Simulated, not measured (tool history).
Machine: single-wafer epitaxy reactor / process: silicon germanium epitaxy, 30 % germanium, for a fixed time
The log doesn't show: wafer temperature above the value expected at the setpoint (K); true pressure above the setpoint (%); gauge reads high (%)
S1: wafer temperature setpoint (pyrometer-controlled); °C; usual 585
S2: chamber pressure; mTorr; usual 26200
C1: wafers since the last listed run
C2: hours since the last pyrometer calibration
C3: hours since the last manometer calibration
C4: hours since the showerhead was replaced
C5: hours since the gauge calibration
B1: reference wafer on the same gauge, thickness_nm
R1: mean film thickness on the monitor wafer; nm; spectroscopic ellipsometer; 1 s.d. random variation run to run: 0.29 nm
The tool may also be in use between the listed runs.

run 1 hour=0.0 | S1=585 S2=26200 | C1=0 C2=2396.3 C3=2524.5 C4=6635.4 C5=184.3 | B1=48.628 | R1=50.088
run 2 hour=7.4 | S1=585 S2=26200 | C1=112 C2=2403.7 C3=2531.9 C4=6642.8 C5=191.7 | B1=48.698 | R1=50.415
run 3 hour=24.6 | S1=585 S2=26200 | C1=262 C2=2420.9 C3=2549.1 C4=6660.0 C5=208.9 | B1=48.747 | R1=50.108
run 4 hour=40.3 | S1=576 S2=26200 | C1=239 C2=2436.6 C3=2564.8 C4=6675.7 C5=224.6 | B1=48.641 | R1=43.361
run 5 hour=53.6 | S1=576 S2=26200 | C1=203 C2=2449.9 C3=2578.1 C4=6689.0 C5=237.9 | B1=48.724 | R1=42.910
run 6 hour=62.9 | S1=576 S2=26200 | C1=142 C2=2459.2 C3=2587.4 C4=6698.3 C5=247.2 | B1=48.835 | R1=42.842
run 7 hour=72.8 | S1=585 S2=27800 | C1=151 C2=2469.1 C3=2597.3 C4=6708.2 C5=257.1 | B1=48.693 | R1=51.621
run 8 hour=83.9 | S1=585 S2=26200 | C1=169 C2=2480.2 C3=2608.4 C4=6719.3 C5=268.2 | B1=48.876 | R1=50.330
run 9 hour=95.2 | S1=585 S2=26200 | C1=172 C2=2491.5 C3=2619.7 C4=6730.6 C5=279.5 | B1=48.688 | R1=50.283
-- hour=133.1 capacitance manometer re-zeroed and calibrated
run 10 hour=133.6 | S1=585 S2=24500 | C1=464 C2=2529.9 C3=0.5 C4=6769.0 C5=317.9 | B1=48.708 | R1=48.668
run 11 hour=144.9 | S1=585 S2=26200 | C1=172 C2=2541.2 C3=11.8 C4=6780.3 C5=329.2 | B1=48.708 | R1=49.830
-- hour=161.1 showerhead replaced
run 12 hour=161.6 | S1=585 S2=26200 | C1=132 C2=2557.9 C3=28.5 C4=0.5 C5=345.9 | B1=48.760 | R1=50.199
-- hour=168.4 gauge calibrated
run 13 hour=169.9 | S1=585 S2=26200 | C1=126 C2=2566.2 C3=36.8 C4=8.8 C5=1.5 | B1=48.535 | R1=50.399
run 14 hour=177.2 | S1=585 S2=26200 | C1=111 C2=2573.5 C3=44.1 C4=16.1 C5=8.8 | B1=48.835 | R1=50.657
run 15 hour=191.9 | S1=585 S2=32100 | C1=224 C2=2588.2 C3=58.8 C4=30.8 C5=23.5 | B1=48.646 | R1=55.475
run 16 hour=203.9 | S1=585 S2=28900 | C1=183 C2=2600.2 C3=70.8 C4=42.8 C5=35.5 | B1=48.668 | R1=53.086
run 17 hour=216.0 | S1=592 S2=32600 | C1=184 C2=2612.3 C3=82.9 C4=54.9 C5=47.6 | B1=48.876 | R1=63.272
-- hour=225.5 pyrometer calibrated
run 18 hour=226.8 | S1=591 S2=21700 | C1=42 C2=1.3 C3=93.7 C4=65.7 C5=58.4 | B1=48.689 | R1=50.929
run 19 hour=236.8 | S1=597 S2=20100 | C1=152 C2=11.3 C3=103.7 C4=75.7 C5=68.4 | B1=48.690 | R1=53.962
run 20 hour=246.4 | S1=592 S2=26200 | C1=146 C2=20.9 C3=113.3 C4=85.3 C5=78.0 | B1=48.722 | R1=56.723
run 21 hour=262.6 | S1=597 S2=29700 | C1=247 C2=37.1 C3=129.5 C4=101.5 C5=94.2 | B1=48.851 | R1=65.168
run 22 hour=276.9 | S1=572 S2=22700 | C1=218 C2=51.4 C3=143.8 C4=115.8 C5=108.5 | B1=48.781 | R1=37.272
run 23 hour=288.8 | S1=575 S2=26200 | C1=181 C2=63.3 C3=155.7 C4=127.7 C5=120.4 | B1=48.632 | R1=41.763
run 24 hour=304.4 | S1=585 S2=26200 | C1=238 C2=78.9 C3=171.3 C4=143.3 C5=136.0 | B1=48.813 | R1=50.114
run 25 hour=315.4 | S1=577 S2=31600 | C1=167 C2=89.9 C3=182.3 C4=154.3 C5=147.0 | B1=48.550 | R1=47.605
run 26 hour=327.1 | S1=585 S2=20100 | C1=178 C2=101.6 C3=194.0 C4=166.0 C5=158.7 | B1=48.704 | R1=43.298
run 27 hour=336.7 | S1=585 S2=26200 | C1=146 C2=111.2 C3=203.6 C4=175.6 C5=168.3 | B1=48.783 | R1=49.834

Entry by entry between the runs, the difference in hidden state between the last listed run before and the first listed run after:
After run 9, before run 10: capacitance manometer re-zeroed and calibrated (hour 133.1)
  no difference in the tool's unlogged condition between these two runs
After run 11, before run 12: showerhead replaced (hour 161.1)
  no difference in the tool's unlogged condition between these two runs
After run 12, before run 13: gauge calibrated (hour 168.4)
  no difference in the tool's unlogged condition between these two runs
After run 17, before run 18: pyrometer calibrated (hour 225.5)
  no difference in the tool's unlogged condition between these two runs
